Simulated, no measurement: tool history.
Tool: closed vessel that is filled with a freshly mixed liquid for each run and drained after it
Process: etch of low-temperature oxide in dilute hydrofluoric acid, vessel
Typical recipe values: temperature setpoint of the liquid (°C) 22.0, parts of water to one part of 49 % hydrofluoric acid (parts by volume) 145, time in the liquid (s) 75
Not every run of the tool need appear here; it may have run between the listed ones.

run   hour  temperature setpoint of the liquid (°C)  parts of water to one part of 49 % hydrofluoric acid (parts by volume)  time in the liquid (s)  read-back film thickness of the low-temperature oxide reference wafer, read on the same gauge (nm)  thickness taken off the low-temperature oxide on a monitor wafer (nm)
  1    0.0                                     20.0                                                                     105                      75                                                                                              119.99                                                                  10.11
  2   12.9                                     20.0                                                                     105                      75                                                                                              119.99                                                                   9.92
  3   29.6                                     20.0                                                                     105                      75                                                                                              120.00                                                                  10.09
  4   47.3                                     22.0                                                                     145                      75                                                                                              120.02                                                                   7.44
  5   57.6                                     22.0                                                                     145                      75                                                                                              119.98                                                                   7.46
  6   80.5                                     22.0                                                                     145                      75                                                                                              119.98                                                                   7.52
  7   98.2                                     22.0                                                                     145                      75                                                                                              120.00                                                                   7.42
  8  112.8                                     22.0                                                                     145                      75                                                                                              119.99                                                                   7.50
  9  129.6                                     22.0                                                                     145                      75                                                                                              120.03                                                                   7.43
 10  136.5                                     22.0                                                                     145                      75                                                                                              120.03                                                                   7.51
     151.8  -- hydrofluoric acid flow meter replaced
 11  154.2                                     22.0                                                                     145                      75                                                                                              119.99                                                                   8.59
 12  166.9                                     22.0                                                                     145                      75                                                                                              120.00                                                                   8.64
     177.0  -- thermometer replaced
 13  184.4                                     17.0                                                                     100                      55                                                                                              120.01                                                                   7.77
 14  193.7                                     22.0                                                                     145                      75                                                                                              120.00                                                                   8.54
 15  208.0                                     24.5                                                                     175                      75                                                                                              120.02                                                                   7.58
 16  224.0                                     24.5                                                                     145                      75                                                                                              120.02                                                                   9.41
     235.5  -- gauge calibrated
 17  236.2                                     22.0                                                                     145                      75                                                                                              119.99                                                                   8.45
 18  246.7                                     26.5                                                                     145                      75                                                                                              120.02                                                                  10.05
 19  261.9                                     23.5                                                                     145                     105                                                                                              120.00                                                                  12.79
 20  283.6                                     26.5                                                                      85                      75                                                                                              120.02                                                                  18.71
 21  301.0                                     22.0                                                                     145                      75                                                                                              120.00                                                                   8.50
 22  311.5                                     18.0                                                                     145                      75                                                                                              119.97                                                                   7.22
 23  323.4                                     22.0                                                                     105                      75                                                                                              120.05                                                                  12.33
 24  331.7                                     22.0                                                                     115                     105                                                                                              120.03                                                                  15.47

Below, some changes in thickness taken off the low-temperature oxide on a monitor wafer (nm) between adjacent runs. For each, the amount present without the hidden state too (settings, incoming material, random variation) and the amount remaining for the hidden state with gauge scatter not shared by both compared results:
Hidden state at play: liquid colder than its thermometer reads (K); hydrofluoric acid flow below the setpoint (%); gauge reads high (%).
Run 3 -> 4: temperature setpoint of the liquid (°C) 20.0 -> 22.0, parts of water to one part of 49 % hydrofluoric acid (parts by volume) 105 -> 145. thickness taken off the low-temperature oxide on a monitor wafer (nm) -2.65: hidden state +0.35, all else -3.00.
Run 10 -> 11: hydrofluoric acid flow meter replaced. thickness taken off the low-temperature oxide on a monitor wafer (nm) +1.08: hidden state +1.18, all else -0.10.
Run 19 -> 20: temperature setpoint of the liquid (°C) 23.5 -> 26.5, parts of water to one part of 49 % hydrofluoric acid (parts by volume) 145 -> 85, time in the liquid (s) 105 -> 75. thickness taken off the low-temperature oxide on a monitor wafer (nm) +5.92: hidden state -0.15, all else +6.07.
Run 20 -> 21: temperature setpoint of the liquid (°C) 26.5 -> 22.0, parts of water to one part of 49 % hydrofluoric acid (parts by volume) 85 -> 145. thickness taken off the low-temperature oxide on a monitor wafer (nm) -10.21: hidden state +0.21, all else -10.42.

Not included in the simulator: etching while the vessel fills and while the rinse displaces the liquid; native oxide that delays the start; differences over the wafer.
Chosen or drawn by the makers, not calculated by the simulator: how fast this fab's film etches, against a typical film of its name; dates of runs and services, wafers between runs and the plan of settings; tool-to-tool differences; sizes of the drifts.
